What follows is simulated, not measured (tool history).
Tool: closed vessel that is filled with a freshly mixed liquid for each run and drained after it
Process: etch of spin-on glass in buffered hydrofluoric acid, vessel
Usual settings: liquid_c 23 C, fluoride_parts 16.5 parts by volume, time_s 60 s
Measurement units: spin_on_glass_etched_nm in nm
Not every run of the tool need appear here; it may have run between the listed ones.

run	hour	liquid_c	fluoride_parts	time_s	read-back film thickness of the spin-on glass reference wafer, read on the same gauge (nm)	spin_on_glass_etched_nm
1	0	27	16.5	60	110.01	167.36
2	6.6	20	16.5	60	110	111.7
3	16.3	20	16.5	60	109.97	113.28
4	24.4	20	16.5	60	110.01	113.8
5	39.1	23	16.5	60	110	131.01
6	54	23	16.5	60	110.03	131.78
7	71.5	25	16.5	60	110	147.74
# hour 117: hydrofluoric acid flow meter replaced
# hour 119.2: gauge calibrated
8	119.6	25	16.5	60	110.02	149.4
9	136	23	14.5	45	110.01	113.78
10	146.5	23	14.5	45	110.01	114.01
11	153.7	21.5	16.5	30	109.97	60.36
12	164.4	23	22.5	80	109.99	134.92
13	174.1	23	16.5	60	109.99	133.28
14	188.4	23	16.5	80	110.01	175.57
15	203.6	19.5	18.5	85	110	139
16	215.4	23	16.5	60	110.01	134.55
# hour 216.5: thermometer replaced
17	230.1	20.5	16.5	60	110.02	115.53
18	247.4	25.5	16.5	75	110	193.1
19	255.3	21	14	40	109.97	94.32
20	270.9	23	21	70	110	124.14
21	277.8	23	16.5	95	109.99	207.01
22	294.9	23	23	60	109.98	99.21
23	306.5	23	16.5	60	110.03	131.39
24	313	20.5	10.5	60	109.99	182.37
25	322.7	21.5	19.5	80	109.97	138.74
26	336.2	23	16.5	60	109.97	133.88
27	346	23	16.5	60	109.99	130.29
28	354.4	23	16.5	50	110	109.02
29	361.2	23	16.5	60	109.99	132.98
30	398.5	27	16.5	90	110.01	249.39
31	407.7	23	16.5	90	109.99	198.78
32	421.2	23	16.5	60	110.02	134.36
33	429.9	23	11	60	109.98	196.84
34	442.2	18.5	20	70	109.98	100.03

3 ways to go on from here, each from the tool as it stands after run 34. What would each give?
A	442.9	19.5	16.5	60	?	?
B	442.9	18.5	19.5	60	?	?
C	442.9	18.5	19	60	?	?

run	read-back film thickness of the spin-on glass reference wafer, read on the same gauge (nm)	spin_on_glass_etched_nm
A	109.96	111.31
B	109.96	89.2
C	109.96	91.52
Stripped of hidden state, with their random variation kept, the same runs would have yielded:
run	spin_on_glass_etched_nm
A	111.31
B	89.2
C	91.52
